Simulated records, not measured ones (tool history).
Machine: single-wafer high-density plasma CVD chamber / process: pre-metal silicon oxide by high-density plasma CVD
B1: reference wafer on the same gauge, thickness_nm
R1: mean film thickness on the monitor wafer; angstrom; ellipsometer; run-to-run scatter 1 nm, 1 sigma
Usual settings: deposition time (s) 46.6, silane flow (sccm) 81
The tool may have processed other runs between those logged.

run 1 hour=0 | deposition_time_(s)=51.9 silane_flow_(sccm)=81 | B1=310.821 | R1=4030.51
run 2 hour=213.7 | deposition_time_(s)=51.9 silane_flow_(sccm)=81 | B1=310.912 | R1=4045.36
run 3 hour=256.8 | deposition_time_(s)=46.6 silane_flow_(sccm)=81 | B1=311.009 | R1=3604.46
run 4 hour=305.3 | deposition_time_(s)=46.6 silane_flow_(sccm)=81 | B1=310.95 | R1=3601.66
run 5 hour=349.1 | deposition_time_(s)=46.6 silane_flow_(sccm)=81 | B1=311.092 | R1=3595.33
run 6 hour=405.9 | deposition_time_(s)=46.6 silane_flow_(sccm)=81 | B1=310.998 | R1=3612.86
run 7 hour=431.8 | deposition_time_(s)=46.6 silane_flow_(sccm)=81 | B1=310.961 | R1=3616.5
run 8 hour=477.2 | deposition_time_(s)=46.6 silane_flow_(sccm)=81 | B1=310.969 | R1=3599.26
run 9 hour=508.7 | deposition_time_(s)=46.6 silane_flow_(sccm)=81 | B1=311.135 | R1=3594.78
run 10 hour=542.5 | deposition_time_(s)=46.6 silane_flow_(sccm)=81 | B1=311.121 | R1=3607.18
run 11 hour=567.9 | deposition_time_(s)=46.6 silane_flow_(sccm)=81 | B1=310.921 | R1=3589.43
run 12 hour=627.8 | deposition_time_(s)=46.6 silane_flow_(sccm)=81 | B1=311.012 | R1=3603.69
run 13 hour=665.4 | deposition_time_(s)=46.6 silane_flow_(sccm)=81 | B1=310.994 | R1=3581.39
-- hour=801.7 gauge calibrated
run 14 hour=849.6 | deposition_time_(s)=46.6 silane_flow_(sccm)=81 | B1=310.958 | R1=3596.01
run 15 hour=920 | deposition_time_(s)=46.6 silane_flow_(sccm)=81 | B1=311.082 | R1=3596.17
run 16 hour=977 | deposition_time_(s)=50.8 silane_flow_(sccm)=89 | B1=311.09 | R1=4252.64
run 17 hour=1037.7 | deposition_time_(s)=42.5 silane_flow_(sccm)=81 | B1=310.977 | R1=3271.18
run 18 hour=1080.3 | deposition_time_(s)=46.6 silane_flow_(sccm)=81 | B1=310.992 | R1=3576.55
run 19 hour=1144 | deposition_time_(s)=46.6 silane_flow_(sccm)=81 | B1=311.05 | R1=3566.43
run 20 hour=1213.3 | deposition_time_(s)=46.6 silane_flow_(sccm)=81 | B1=311.056 | R1=3596.1
run 21 hour=1253.5 | deposition_time_(s)=46.6 silane_flow_(sccm)=81 | B1=311.074 | R1=3583.18
run 22 hour=1278 | deposition_time_(s)=46.6 silane_flow_(sccm)=81 | B1=311.021 | R1=3576.68
run 23 hour=1339.9 | deposition_time_(s)=46.6 silane_flow_(sccm)=81 | B1=311.02 | R1=3575.43
run 24 hour=1394.9 | deposition_time_(s)=52.6 silane_flow_(sccm)=93 | B1=311.094 | R1=4559.84
run 25 hour=1446.2 | deposition_time_(s)=53.7 silane_flow_(sccm)=68 | B1=311.033 | R1=3523.38
-- hour=1475.5 silane flow controller replaced
run 26 hour=1476 | deposition_time_(s)=46.6 silane_flow_(sccm)=81 | B1=311.049 | R1=3624.5
run 27 hour=1498.7 | deposition_time_(s)=39.1 silane_flow_(sccm)=87 | B1=311.007 | R1=3248.16
run 28 hour=1532.8 | deposition_time_(s)=46.6 silane_flow_(sccm)=70 | B1=311 | R1=3183.86
run 29 hour=1597 | deposition_time_(s)=46.6 silane_flow_(sccm)=90 | B1=311.055 | R1=3972.25
run 30 hour=1650.7 | deposition_time_(s)=43.7 silane_flow_(sccm)=97 | B1=311.042 | R1=3989.67
run 31 hour=1721.4 | deposition_time_(s)=46.6 silane_flow_(sccm)=72 | B1=311.085 | R1=3264.73
run 32 hour=1791.9 | deposition_time_(s)=54.2 silane_flow_(sccm)=97 | B1=311.08 | R1=4985.31
run 33 hour=1832.8 | deposition_time_(s)=46.6 silane_flow_(sccm)=89 | B1=311.101 | R1=3942.01
run 34 hour=1927.3 | deposition_time_(s)=40.4 silane_flow_(sccm)=95 | B1=311.02 | R1=3617.37
run 35 hour=1970.9 | deposition_time_(s)=55.7 silane_flow_(sccm)=88 | B1=310.914 | R1=4688.92
-- hour=1973.2 gauge calibrated
run 36 hour=2030.2 | deposition_time_(s)=54.2 silane_flow_(sccm)=70 | B1=310.959 | R1=3697.45
run 37 hour=2066.7 | deposition_time_(s)=55.3 silane_flow_(sccm)=96 | B1=311.103 | R1=5005.86
run 38 hour=2132.6 | deposition_time_(s)=53.7 silane_flow_(sccm)=68 | B1=310.864 | R1=3589.97
run 39 hour=2161.4 | deposition_time_(s)=46.6 silane_flow_(sccm)=81 | B1=311.014 | R1=3611.22
run 40 hour=2214 | deposition_time_(s)=52.7 silane_flow_(sccm)=91 | B1=311.044 | R1=4545.61
run 41 hour=2274.9 | deposition_time_(s)=52.5 silane_flow_(sccm)=72 | B1=310.908 | R1=3682.06
run 42 hour=2331 | deposition_time_(s)=53.4 silane_flow_(sccm)=74 | B1=311.178 | R1=3851.73
run 43 hour=2373.6 | deposition_time_(s)=46.6 silane_flow_(sccm)=81 | B1=311.123 | R1=3603.46
run 44 hour=2404.4 | deposition_time_(s)=37.5 silane_flow_(sccm)=86 | B1=311.096 | R1=3076.08
run 45 hour=2436.2 | deposition_time_(s)=42.2 silane_flow_(sccm)=77 | B1=311.086 | R1=3147.41

Each row is a separate what-if for the run after 45, all from the same tool condition, not one after another. Results?
run A hour=2436.6 | deposition_time_(s)=46.6 silane_flow_(sccm)=66 | B1=? | R1=?
run B hour=2436.6 | deposition_time_(s)=41.6 silane_flow_(sccm)=67 | B1=? | R1=?
run C hour=2436.6 | deposition_time_(s)=41.6 silane_flow_(sccm)=91 | B1=? | R1=?
run D hour=2436.6 | deposition_time_(s)=46.6 silane_flow_(sccm)=67 | B1=? | R1=?

run=A B1=310.978 R1=3043.25
run=B B1=310.978 R1=2752.22
run=C B1=310.978 R1=3604.12
run=D B1=310.978 R1=3083.01
The same runs, with their run-to-run variation unchanged, on a tool lacking any hidden condition would have given:
run=A R1=3047.05
run=B R1=2755.66
run=C R1=3608.63
run=D R1=3086.87
